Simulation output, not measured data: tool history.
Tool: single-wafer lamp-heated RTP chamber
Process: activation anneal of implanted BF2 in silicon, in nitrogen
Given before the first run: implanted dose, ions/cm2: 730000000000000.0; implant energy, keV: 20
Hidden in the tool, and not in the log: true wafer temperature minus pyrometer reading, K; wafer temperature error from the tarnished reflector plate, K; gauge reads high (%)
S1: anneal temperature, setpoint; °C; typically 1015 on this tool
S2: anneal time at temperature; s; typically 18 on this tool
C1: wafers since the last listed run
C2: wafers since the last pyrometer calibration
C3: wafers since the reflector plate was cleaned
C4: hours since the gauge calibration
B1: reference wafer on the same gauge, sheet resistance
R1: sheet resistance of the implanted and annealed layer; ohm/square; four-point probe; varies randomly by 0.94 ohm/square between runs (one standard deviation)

| run | hour | S1 | S2 | C1 | C2 | C3 | C4 | B1 | R1 |
|---|---|---|---|---|---|---|---|---|---|
| 1 | 0.0 | 1006 | 22 | 0 | 813 | 1770 | 557.2 | 159.20 | 195.34 |
| 2 | 20.7 | 1015 | 18 | 323 | 1137 | 2094 | 577.9 | 159.01 | 193.27 |
| 3 | 43.4 | 1015 | 18 | 355 | 1492 | 2450 | 600.6 | 159.22 | 192.31 |
| 4 | 67.6 | 1015 | 18 | 378 | 1870 | 2828 | 624.8 | 158.96 | 192.86 |
| 5 | 80.2 | 1015 | 18 | 197 | 2068 | 3025 | 637.4 | 158.90 | 192.75 |
| 6 | 99.1 | 1035 | 24 | 295 | 2363 | 3321 | 656.3 | 158.85 | 175.84 |
| 7 | 121.0 | 1035 | 24 | 342 | 2706 | 3664 | 678.2 | 159.05 | 174.50 |
|  | 134.5 | pyrometer window cleaned and pyrometer calibrated |
| 8 | 153.0 | 1035 | 24 | 375 | 289 | 4040 | 710.2 | 158.85 | 175.80 |
| 9 | 176.6 | 1015 | 18 | 369 | 658 | 4409 | 733.8 | 159.15 | 190.60 |
| 10 | 210.6 | 1015 | 18 | 532 | 1190 | 4941 | 767.8 | 159.14 | 190.97 |
| 11 | 245.6 | 1015 | 18 | 547 | 1738 | 5489 | 802.8 | 158.97 | 192.13 |
|  | 318.1 | pyrometer window cleaned and pyrometer calibrated |
| 12 | 318.6 | 992 | 24 | 1017 | 7 | 6506 | 875.8 | 158.74 | 202.81 |
|  | 337.0 | gauge calibrated |
| 13 | 338.1 | 992 | 24 | 305 | 312 | 6811 | 1.1 | 159.20 | 203.13 |
| 14 | 362.4 | 1000 | 18 | 380 | 693 | 7191 | 25.4 | 159.02 | 199.27 |
| 15 | 375.8 | 1000 | 18 | 209 | 902 | 7401 | 38.8 | 158.83 | 198.68 |
| 16 | 392.1 | 1000 | 18 | 255 | 1158 | 7656 | 55.1 | 158.99 | 199.77 |
| 17 | 419.7 | 1024 | 18 | 431 | 1589 | 8088 | 82.7 | 159.07 | 182.24 |
| 18 | 436.0 | 1015 | 25 | 255 | 1845 | 8343 | 99.0 | 158.77 | 182.62 |
| 19 | 453.1 | 1005 | 27 | 267 | 2112 | 8611 | 116.1 | 158.97 | 187.12 |
| 20 | 481.6 | 987 | 28 | 446 | 2558 | 9057 | 144.6 | 158.82 | 201.80 |
| 21 | 494.9 | 1015 | 18 | 208 | 2766 | 9265 | 157.9 | 158.95 | 186.10 |
| 22 | 510.9 | 1000 | 18 | 250 | 3017 | 9515 | 173.9 | 158.71 | 197.66 |
|  | 538.6 | pyrometer window cleaned and pyrometer calibrated |
| 23 | 539.1 | 1015 | 25 | 316 | 8 | 9831 | 202.1 | 158.79 | 179.65 |
|  | 560.9 | reflector plate cleaned |
| 24 | 563.9 | 992 | 26 | 262 | 271 | 47 | 226.9 | 158.87 | 204.31 |
| 25 | 593.1 | 1015 | 18 | 456 | 728 | 504 | 256.1 | 158.85 | 191.79 |
| 26 | 619.7 | 1005 | 18 | 416 | 1144 | 920 | 282.7 | 159.20 | 199.69 |
| 27 | 643.9 | 1015 | 13 | 378 | 1523 | 1299 | 306.9 | 159.10 | 194.87 |
| 28 | 660.8 | 1015 | 18 | 264 | 1787 | 1563 | 323.8 | 159.37 | 191.85 |
| 29 | 693.0 | 1005 | 24 | 503 | 2291 | 2067 | 356.0 | 159.03 | 193.70 |
| 30 | 709.3 | 1044 | 18 | 255 | 2546 | 2322 | 372.3 | 159.41 | 176.11 |
| 31 | 722.5 | 1000 | 22 | 206 | 2753 | 2529 | 385.5 | 159.06 | 198.54 |
|  | 740.8 | pyrometer window cleaned and pyrometer calibrated |
| 32 | 743.4 | 1015 | 18 | 201 | 40 | 2731 | 406.4 | 159.40 | 191.61 |
| 33 | 766.3 | 1015 | 18 | 358 | 398 | 3089 | 429.3 | 158.89 | 190.24 |
| 34 | 817.3 | 1040 | 14 | 798 | 1196 | 3887 | 480.3 | 159.17 | 179.63 |
| 35 | 885.2 | 991 | 7 | 1062 | 2259 | 4950 | 548.2 | 158.99 | 226.38 |

Alternative continuations, all from the tool just after run 35; predict every row:
| A | 885.6 | 1015 | 18 | 6 | 2265 | 4956 | 548.6 | ? | ? |
| B | 885.6 | 1031 | 26 | 6 | 2265 | 4956 | 548.6 | ? | ? |
| C | 885.6 | 1026 | 13 | 6 | 2265 | 4956 | 548.6 | ? | ? |
| D | 885.6 | 997 | 28 | 6 | 2265 | 4956 | 548.6 | ? | ? |
| E | 885.6 | 1003 | 8 | 6 | 2265 | 4956 | 548.6 | ? | ? |

| run | B1 | R1 |
|---|---|---|
| A | 159.44 | 190.52 |
| B | 159.44 | 175.59 |
| C | 159.44 | 188.62 |
| D | 159.44 | 196.68 |
| E | 159.44 | 213.62 |
Take away the tool's hidden state, keep each run's random variation, and the runs would have read:
| run | R1 |
|---|---|
| A | 193.05 |
| B | 177.28 |
| C | 191.00 |
| D | 199.98 |
| E | 216.74 |
